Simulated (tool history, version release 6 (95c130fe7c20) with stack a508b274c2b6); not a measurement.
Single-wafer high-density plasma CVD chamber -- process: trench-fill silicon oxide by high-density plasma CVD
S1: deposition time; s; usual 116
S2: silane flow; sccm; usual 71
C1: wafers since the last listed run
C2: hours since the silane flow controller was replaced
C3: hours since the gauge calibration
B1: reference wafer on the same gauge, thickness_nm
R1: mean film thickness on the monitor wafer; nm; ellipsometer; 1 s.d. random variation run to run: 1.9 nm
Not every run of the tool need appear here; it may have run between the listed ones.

{"run": 1, "hour": 0.0, "S1": 116, "S2": 71, "C1": 0, "C2": 2669.5, "C3": 75.3, "B1": 791.022, "R1": 841.23}
{"run": 2, "hour": 27.3, "S1": 116, "S2": 71, "C1": 211, "C2": 2696.8, "C3": 102.6, "B1": 790.666, "R1": 842.687}
{"run": 3, "hour": 61.2, "S1": 116, "S2": 71, "C1": 262, "C2": 2730.7, "C3": 136.5, "B1": 791.263, "R1": 838.262}
{"run": 4, "hour": 77.5, "S1": 116, "S2": 61, "C1": 126, "C2": 2747.0, "C3": 152.8, "B1": 791.59, "R1": 731.586}
{"run": 5, "hour": 94.7, "S1": 116, "S2": 61, "C1": 133, "C2": 2764.2, "C3": 170.0, "B1": 791.105, "R1": 732.224}
{"run": 6, "hour": 125.2, "S1": 116, "S2": 61, "C1": 236, "C2": 2794.7, "C3": 200.5, "B1": 791.284, "R1": 734.224}
{"run": 7, "hour": 147.3, "S1": 116, "S2": 71, "C1": 171, "C2": 2816.8, "C3": 222.6, "B1": 790.698, "R1": 844.506}
{"run": 8, "hour": 174.9, "S1": 116, "S2": 71, "C1": 213, "C2": 2844.4, "C3": 250.2, "B1": 790.244, "R1": 843.146}
{"run": 9, "hour": 197.8, "S1": 116, "S2": 71, "C1": 177, "C2": 2867.3, "C3": 273.1, "B1": 791.01, "R1": 845.264}
{"run": 10, "hour": 218.6, "S1": 116, "S2": 71, "C1": 161, "C2": 2888.1, "C3": 293.9, "B1": 790.857, "R1": 843.608}
{"run": 11, "hour": 245.2, "S1": 116, "S2": 71, "C1": 206, "C2": 2914.7, "C3": 320.5, "B1": 791.308, "R1": 842.209}
{"run": 12, "hour": 272.9, "S1": 116, "S2": 76, "C1": 214, "C2": 2942.4, "C3": 348.2, "B1": 791.046, "R1": 899.996}
{"run": 13, "hour": 300.8, "S1": 116, "S2": 64, "C1": 216, "C2": 2970.3, "C3": 376.1, "B1": 790.779, "R1": 769.205}
{"run": 14, "hour": 330.5, "S1": 116, "S2": 64, "C1": 230, "C2": 3000.0, "C3": 405.8, "B1": 791.161, "R1": 770.187}
{"run": 15, "hour": 355.6, "S1": 116, "S2": 64, "C1": 194, "C2": 3025.1, "C3": 430.9, "B1": 790.689, "R1": 767.672}
{"run": 16, "hour": 373.8, "S1": 116, "S2": 71, "C1": 141, "C2": 3043.3, "C3": 449.1, "B1": 791.072, "R1": 847.395}
{"run": 17, "hour": 430.6, "S1": 116, "S2": 71, "C1": 440, "C2": 3100.1, "C3": 505.9, "B1": 791.199, "R1": 846.595}
{"run": 18, "hour": 465.6, "S1": 116, "S2": 71, "C1": 271, "C2": 3135.1, "C3": 540.9, "B1": 790.43, "R1": 849.188}
{"run": 19, "hour": 481.9, "S1": 105, "S2": 71, "C1": 126, "C2": 3151.4, "C3": 557.2, "B1": 791.086, "R1": 769.167}
{"run": 20, "hour": 501.3, "S1": 102, "S2": 68, "C1": 150, "C2": 3170.8, "C3": 576.6, "B1": 791.606, "R1": 718.551}
{"run": 21, "hour": 536.6, "S1": 96, "S2": 80, "C1": 273, "C2": 3206.1, "C3": 611.9, "B1": 790.454, "R1": 785.755}
{"run": 22, "hour": 550.8, "S1": 98, "S2": 60, "C1": 110, "C2": 3220.3, "C3": 626.1, "B1": 791.281, "R1": 613.856}
{"run": 23, "hour": 653.4, "S1": 125, "S2": 80, "C1": 795, "C2": 3322.9, "C3": 728.7, "B1": 791.049, "R1": 1023.339}
{"run": 24, "hour": 679.4, "S1": 125, "S2": 71, "C1": 201, "C2": 3348.9, "C3": 754.7, "B1": 790.706, "R1": 918.899}
{"run": 25, "hour": 712.5, "S1": 116, "S2": 71, "C1": 256, "C2": 3382.0, "C3": 787.8, "B1": 791.017, "R1": 849.403}
{"run": 26, "hour": 744.1, "S1": 116, "S2": 71, "C1": 244, "C2": 3413.6, "C3": 819.4, "B1": 791.042, "R1": 852.065}
{"hour": 756.6, "done": "gauge calibrated"}
{"run": 27, "hour": 768.6, "S1": 125, "S2": 80, "C1": 189, "C2": 3438.1, "C3": 12.0, "B1": 791.185, "R1": 1031.004}
{"run": 28, "hour": 793.1, "S1": 109, "S2": 60, "C1": 189, "C2": 3462.6, "C3": 36.5, "B1": 790.754, "R1": 688.766}
{"hour": 841.3, "done": "silane flow controller replaced"}
{"run": 29, "hour": 899.0, "S1": 116, "S2": 71, "C1": 758, "C2": 57.7, "C3": 142.4, "B1": 791.068, "R1": 813.948}
{"run": 30, "hour": 913.7, "S1": 116, "S2": 83, "C1": 113, "C2": 72.4, "C3": 157.1, "B1": 791.233, "R1": 944.899}
{"run": 31, "hour": 941.1, "S1": 116, "S2": 71, "C1": 212, "C2": 99.8, "C3": 184.5, "B1": 791.653, "R1": 814.529}
{"run": 32, "hour": 967.6, "S1": 123, "S2": 57, "C1": 205, "C2": 126.3, "C3": 211.0, "B1": 790.764, "R1": 704.913}
{"run": 33, "hour": 991.3, "S1": 138, "S2": 59, "C1": 183, "C2": 150.0, "C3": 234.7, "B1": 790.775, "R1": 819.91}
{"run": 34, "hour": 1019.1, "S1": 116, "S2": 71, "C1": 215, "C2": 177.8, "C3": 262.5, "B1": 791.535, "R1": 815.523}
{"run": 35, "hour": 1052.4, "S1": 116, "S2": 71, "C1": 258, "C2": 211.1, "C3": 295.8, "B1": 791.366, "R1": 813.699}
{"run": 36, "hour": 1069.8, "S1": 96, "S2": 78, "C1": 134, "C2": 228.5, "C3": 313.2, "B1": 791.698, "R1": 736.688}
{"run": 37, "hour": 1098.0, "S1": 138, "S2": 71, "C1": 218, "C2": 256.7, "C3": 341.4, "B1": 790.8, "R1": 972.276}
{"run": 38, "hour": 1127.5, "S1": 128, "S2": 62, "C1": 228, "C2": 286.2, "C3": 370.9, "B1": 791.032, "R1": 793.855}
{"run": 39, "hour": 1163.2, "S1": 99, "S2": 66, "C1": 276, "C2": 321.9, "C3": 406.6, "B1": 790.993, "R1": 650.696}
{"run": 40, "hour": 1196.1, "S1": 116, "S2": 61, "C1": 255, "C2": 354.8, "C3": 439.5, "B1": 791.251, "R1": 709.012}
{"run": 41, "hour": 1228.5, "S1": 98, "S2": 83, "C1": 251, "C2": 387.2, "C3": 471.9, "B1": 791.011, "R1": 799.463}

What was the tool's hidden state at every run in the log?
gauge reads high (%): 0 at every run
H1: delivered silane flow above the setpoint (%)
run=1 H1=2.62
run=2 H1=2.68
run=3 H1=2.75
run=4 H1=2.79
run=5 H1=2.82
run=6 H1=2.89
run=7 H1=2.94
run=8 H1=3
run=9 H1=3.05
run=10 H1=3.1
run=11 H1=3.16
run=12 H1=3.22
run=13 H1=3.29
run=14 H1=3.36
run=15 H1=3.42
run=16 H1=3.46
run=17 H1=3.6
run=18 H1=3.68
run=19 H1=3.72
run=20 H1=3.77
run=21 H1=3.86
run=22 H1=3.89
run=23 H1=4.15
run=24 H1=4.22
run=25 H1=4.31
run=26 H1=4.39
run=27 H1=4.46
run=28 H1=4.53
run=29 H1=-0.551
run=30 H1=-0.55
run=31 H1=-0.548
run=32 H1=-0.546
run=33 H1=-0.543
run=34 H1=-0.539
run=35 H1=-0.534
run=36 H1=-0.531
run=37 H1=-0.526
run=38 H1=-0.52
run=39 H1=-0.511
run=40 H1=-0.503
run=41 H1=-0.493

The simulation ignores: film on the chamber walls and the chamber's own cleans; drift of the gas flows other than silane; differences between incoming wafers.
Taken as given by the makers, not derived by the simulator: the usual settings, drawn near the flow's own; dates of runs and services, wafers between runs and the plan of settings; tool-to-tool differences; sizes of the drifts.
